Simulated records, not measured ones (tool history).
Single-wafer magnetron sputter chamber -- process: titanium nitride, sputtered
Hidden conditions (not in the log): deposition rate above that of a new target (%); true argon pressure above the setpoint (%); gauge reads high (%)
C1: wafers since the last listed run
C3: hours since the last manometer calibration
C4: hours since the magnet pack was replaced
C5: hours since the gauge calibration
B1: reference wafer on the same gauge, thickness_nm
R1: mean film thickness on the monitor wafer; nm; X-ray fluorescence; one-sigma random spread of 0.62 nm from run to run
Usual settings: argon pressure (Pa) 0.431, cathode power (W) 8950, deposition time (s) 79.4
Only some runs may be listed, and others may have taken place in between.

Run 1, day 0: usual settings; C1 0; wafers on the sputter target 3624; C3 1387; C4 5055.1; C5 417.7; B1 100.964. Result: R1 123.239 nm.
Run 2, day 2.238: usual settings; C1 1027; wafers on the sputter target 4652; C3 1440.7; C4 5108.8; C5 471.4; B1 101.028. Result: R1 121.772 nm.
Run 3, day 3.071: usual settings; C1 382; wafers on the sputter target 5035; C3 1460.7; C4 5128.8; C5 491.4; B1 100.961. Result: R1 121.67 nm.
Run 4, day 3.671: usual settings; C1 275; wafers on the sputter target 5311; C3 1475.1; C4 5143.2; C5 505.8; B1 100.915. Result: R1 121.636 nm.
Run 5, day 7.554: usual settings; C1 1783; wafers on the sputter target 7094; C3 1568.3; C4 5236.4; C5 599; B1 100.875. Result: R1 119.949 nm.
Run 6, day 8.662: usual settings; C1 509; wafers on the sputter target 7604; C3 1594.9; C4 5263; C5 625.6; B1 100.919. Result: R1 119.331 nm.
Run 7, day 9.238: usual settings; C1 264; wafers on the sputter target 7868; C3 1608.7; C4 5276.8; C5 639.4; B1 101.006. Result: R1 119.268 nm.
Run 8, day 10.079: usual settings; C1 386; wafers on the sputter target 8254; C3 1628.9; C4 5297; C5 659.6; B1 101.014. Result: R1 118.822 nm.
At day 11.279: sputter target and shields replaced.
Run 9, day 11.521: usual settings; C1 509; wafers on the sputter target 110; C3 1663.5; C4 5331.6; C5 694.2; B1 101.026. Result: R1 123.559 nm.
Run 10, day 12.8: usual settings; C1 587; wafers on the sputter target 697; C3 1694.2; C4 5362.3; C5 724.9; B1 101.041. Result: R1 123.575 nm.
Run 11, day 14.071: usual settings; C1 583; wafers on the sputter target 1281; C3 1724.7; C4 5392.8; C5 755.4; B1 101.044. Result: R1 122.995 nm.
Run 12, day 15.375: usual settings; C1 599; wafers on the sputter target 1880; C3 1756; C4 5424.1; C5 786.7; B1 100.893. Result: R1 124.109 nm.
Run 13, day 16.596: usual settings; C1 560; wafers on the sputter target 2441; C3 1785.3; C4 5453.4; C5 816; B1 101.047. Result: R1 122.91 nm.
Run 14, day 17.279: usual settings; C1 313; wafers on the sputter target 2755; C3 1801.7; C4 5469.8; C5 832.4; B1 100.911. Result: R1 123.138 nm.
At day 18.179: capacitance manometer re-zeroed and calibrated.
Run 15, day 18.388: usual settings but argon pressure (Pa) 0.595, cathode power (W) 10000, deposition time (s) 65.9; C1 355; wafers on the sputter target 3111; C3 5; C4 5496.4; C5 859; B1 100.931. Result: R1 107.479 nm.
Run 16, day 19.612: usual settings but argon pressure (Pa) 0.596; C1 562; wafers on the sputter target 3673; C3 34.4; C4 5525.8; C5 888.4; B1 101.087. Result: R1 116.084 nm.
At day 19.988: gauge calibrated.
Run 17, day 20.912: usual settings; C1 597; wafers on the sputter target 4271; C3 65.6; C4 5557; C5 22.2; B1 101.093. Result: R1 121.774 nm.
Run 18, day 21.767: usual settings but deposition time (s) 94.6; C1 392; wafers on the sputter target 4663; C3 86.1; C4 5577.5; C5 42.7; B1 101.016. Result: R1 146.632 nm.
Run 19, day 22.388: usual settings; C1 285; wafers on the sputter target 4948; C3 101; C4 5592.4; C5 57.6; B1 101.071. Result: R1 122.41 nm.
Run 20, day 23.271: usual settings but argon pressure (Pa) 0.318, deposition time (s) 65.4; C1 405; wafers on the sputter target 5354; C3 122.2; C4 5613.6; C5 78.8; B1 100.946. Result: R1 104.19 nm.
Run 21, day 24.446: usual settings but argon pressure (Pa) 0.355, cathode power (W) 9650; C1 539; wafers on the sputter target 5894; C3 150.4; C4 5641.8; C5 107; B1 100.9. Result: R1 132.668 nm.
Run 22, day 24.992: usual settings but argon pressure (Pa) 0.309, cathode power (W) 7750, deposition time (s) 84.5; C1 250; wafers on the sputter target 6144; C3 163.5; C4 5654.9; C5 120.1; B1 100.939. Result: R1 116.848 nm.
Run 23, day 25.692: usual settings; C1 321; wafers on the sputter target 6466; C3 180.3; C4 5671.7; C5 136.9; B1 100.82. Result: R1 118.922 nm.
At day 27.6: sputter target and shields replaced.
At day 27.875: magnet pack replaced.
Run 24, day 28.196: usual settings; C1 870; wafers on the sputter target 147; C3 240.4; C4 7.7; C5 197; B1 100.959. Result: R1 122.846 nm.
Run 25, day 28.975: usual settings; C1 357; wafers on the sputter target 505; C3 259.1; C4 26.4; C5 215.7; B1 100.903. Result: R1 122.68 nm.
Run 26, day 30.271: usual settings; C1 595; wafers on the sputter target 1100; C3 290.2; C4 57.5; C5 246.8; B1 100.973. Result: R1 122.558 nm.
Run 27, day 31.546: usual settings but cathode power (W) 7900; C1 585; wafers on the sputter target 1686; C3 320.8; C4 88.1; C5 277.4; B1 100.967. Result: R1 110.648 nm.
Run 28, day 32.721: usual settings but argon pressure (Pa) 0.319, cathode power (W) 10050, deposition time (s) 73.5; C1 539; wafers on the sputter target 2225; C3 349; C4 116.3; C5 305.6; B1 101.02. Result: R1 131.917 nm.
Run 29, day 33.575: usual settings; C1 392; wafers on the sputter target 2618; C3 369.5; C4 136.8; C5 326.1; B1 100.878. Result: R1 123.515 nm.
Run 30, day 34.371: usual settings but argon pressure (Pa) 0.279, cathode power (W) 10700, deposition time (s) 90.9; C1 365; wafers on the sputter target 2983; C3 388.6; C4 155.9; C5 345.2; B1 101.099. Result: R1 174.989 nm.
Run 31, day 35.221: usual settings but argon pressure (Pa) 0.588, cathode power (W) 10250; C1 390; wafers on the sputter target 3374; C3 409; C4 176.3; C5 365.6; B1 101.034. Result: R1 131.553 nm.
Run 32, day 36.425: usual settings but argon pressure (Pa) 0.308, cathode power (W) 7200, deposition time (s) 70.3; C1 553; wafers on the sputter target 3927; C3 437.9; C4 205.2; C5 394.5; B1 100.786. Result: R1 91.425 nm.
Run 33, day 39.154: usual settings but argon pressure (Pa) 0.513, cathode power (W) 10050; C1 1253; wafers on the sputter target 5181; C3 503.4; C4 270.7; C5 460; B1 100.981. Result: R1 131.369 nm.
Run 34, day 39.817: usual settings but argon pressure (Pa) 0.562; C1 304; wafers on the sputter target 5485; C3 519.3; C4 286.6; C5 475.9; B1 101.131. Result: R1 116.084 nm.

The logged runs with the hidden state left out (each run's random variation unchanged):
run       R1
  1  124.463
  2  123.606
  3  123.777
  4  123.954
  5  123.881
  6  123.806
  7  124.051
  8  124.061
  9  123.595
 10  123.645
 11  123.149
 12  124.403
 13  123.378
 14  123.726
 15  108.188
 16  117.127
 17  123.229
 18  148.705
 19  124.351
 20  106.115
 21  135.627
 22  119.677
 23  122.107
 24  123.142
 25      123
 26  122.958
 27  111.126
 28  132.663
 29  124.361
 30  176.412
 31  132.826
 32    92.54
 33  133.907
 34  118.564

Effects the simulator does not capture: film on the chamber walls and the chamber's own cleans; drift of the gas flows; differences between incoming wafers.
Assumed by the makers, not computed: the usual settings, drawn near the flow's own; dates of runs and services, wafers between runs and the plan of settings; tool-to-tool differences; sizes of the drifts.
